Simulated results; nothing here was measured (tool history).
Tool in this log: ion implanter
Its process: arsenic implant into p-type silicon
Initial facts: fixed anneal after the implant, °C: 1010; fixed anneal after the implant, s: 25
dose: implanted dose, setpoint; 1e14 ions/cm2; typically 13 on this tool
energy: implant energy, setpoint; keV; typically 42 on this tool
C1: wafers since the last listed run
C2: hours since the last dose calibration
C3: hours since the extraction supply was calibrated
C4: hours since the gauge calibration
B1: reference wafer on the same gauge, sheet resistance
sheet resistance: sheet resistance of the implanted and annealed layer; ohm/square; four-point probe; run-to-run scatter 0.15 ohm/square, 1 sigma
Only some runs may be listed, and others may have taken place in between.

{"run": 1, "day": 0.0, "dose": 9.91, "energy": 42, "C1": 0, "C2": 1034.6, "C3": 5827.7, "C4": 317.5, "B1": 74.69, "sheet resistance": 106.42}
{"day": 0.279, "done": "gauge calibrated"}
{"run": 2, "day": 0.983, "dose": 9.91, "energy": 42, "C1": 519, "C2": 1058.2, "C3": 5851.3, "C4": 16.9, "B1": 74.75, "sheet resistance": 106.36}
{"run": 3, "day": 1.708, "dose": 9.91, "energy": 42, "C1": 383, "C2": 1075.6, "C3": 5868.7, "C4": 34.3, "B1": 74.7, "sheet resistance": 106.62}
{"run": 4, "day": 3.029, "dose": 13, "energy": 42, "C1": 698, "C2": 1107.3, "C3": 5900.4, "C4": 66, "B1": 74.7, "sheet resistance": 90.34}
{"run": 5, "day": 3.554, "dose": 13, "energy": 42, "C1": 277, "C2": 1119.9, "C3": 5913, "C4": 78.6, "B1": 74.7, "sheet resistance": 90.32}
{"run": 6, "day": 5.025, "dose": 13, "energy": 35.5, "C1": 777, "C2": 1155.2, "C3": 5948.3, "C4": 113.9, "B1": 74.7, "sheet resistance": 94.21}
{"run": 7, "day": 5.792, "dose": 13, "energy": 42, "C1": 405, "C2": 1173.6, "C3": 5966.7, "C4": 132.3, "B1": 74.72, "sheet resistance": 90.25}
{"day": 6.504, "done": "Faraday cup replaced and dose calibrated"}
{"run": 8, "day": 6.608, "dose": 10.26, "energy": 54.5, "C1": 255, "C2": 2.5, "C3": 5986.3, "C4": 151.9, "B1": 74.68, "sheet resistance": 102.96}
{"run": 9, "day": 7.388, "dose": 13, "energy": 42, "C1": 411, "C2": 21.2, "C3": 6005, "C4": 170.6, "B1": 74.69, "sheet resistance": 92.68}
{"day": 7.788, "done": "extraction supply calibrated"}
{"run": 10, "day": 8.7, "dose": 14.98, "energy": 37, "C1": 517, "C2": 52.7, "C3": 21.9, "C4": 202.1, "B1": 74.7, "sheet resistance": 88.82}
{"run": 11, "day": 9.871, "dose": 10.27, "energy": 31.5, "C1": 618, "C2": 80.8, "C3": 50, "C4": 230.2, "B1": 74.68, "sheet resistance": 113.23}
{"day": 13.188, "done": "gauge calibrated"}
{"run": 12, "day": 13.875, "dose": 11.83, "energy": 47.5, "C1": 2116, "C2": 176.9, "C3": 146.1, "C4": 16.5, "B1": 74.7, "sheet resistance": 94.79}
{"run": 13, "day": 15.088, "dose": 11.09, "energy": 33, "C1": 640, "C2": 206, "C3": 175.2, "C4": 45.6, "B1": 74.7, "sheet resistance": 106.29}
{"run": 14, "day": 16.246, "dose": 13, "energy": 42, "C1": 612, "C2": 233.8, "C3": 203, "C4": 73.4, "B1": 74.67, "sheet resistance": 91.48}
{"run": 15, "day": 17.012, "dose": 10.51, "energy": 33.5, "C1": 405, "C2": 252.2, "C3": 221.4, "C4": 91.8, "B1": 74.7, "sheet resistance": 109.42}

Below are 5 alternative next runs, each starting from the tool's condition after run 15. Predict each:
{"run": "A", "day": 17.029, "dose": 14.54, "energy": 42, "C1": 8, "C2": 252.6, "C3": 221.8, "C4": 92.2, "B1": "?", "sheet resistance": "?"}
{"run": "B", "day": 17.029, "dose": 13, "energy": 31.5, "C1": 8, "C2": 252.6, "C3": 221.8, "C4": 92.2, "B1": "?", "sheet resistance": "?"}
{"run": "C", "day": 17.029, "dose": 15.56, "energy": 47.5, "C1": 8, "C2": 252.6, "C3": 221.8, "C4": 92.2, "B1": "?", "sheet resistance": "?"}
{"run": "D", "day": 17.029, "dose": 16.66, "energy": 36, "C1": 8, "C2": 252.6, "C3": 221.8, "C4": 92.2, "B1": "?", "sheet resistance": "?"}
{"run": "E", "day": 17.029, "dose": 10.04, "energy": 27.5, "C1": 8, "C2": 252.6, "C3": 221.8, "C4": 92.2, "B1": "?", "sheet resistance": "?"}

run=A B1=74.72 sheet_resistance=86.32
run=B B1=74.72 sheet_resistance=98.35
run=C B1=74.72 sheet_resistance=80.66
run=D B1=74.72 sheet_resistance=84.97
run=E B1=74.72 sheet_resistance=116.85
Had the tool no hidden state, the same runs would have come out as:
run=A sheet_resistance=87.13
run=B sheet_resistance=99.24
run=C sheet_resistance=81.43
run=D sheet_resistance=85.6
run=E sheet_resistance=118.17
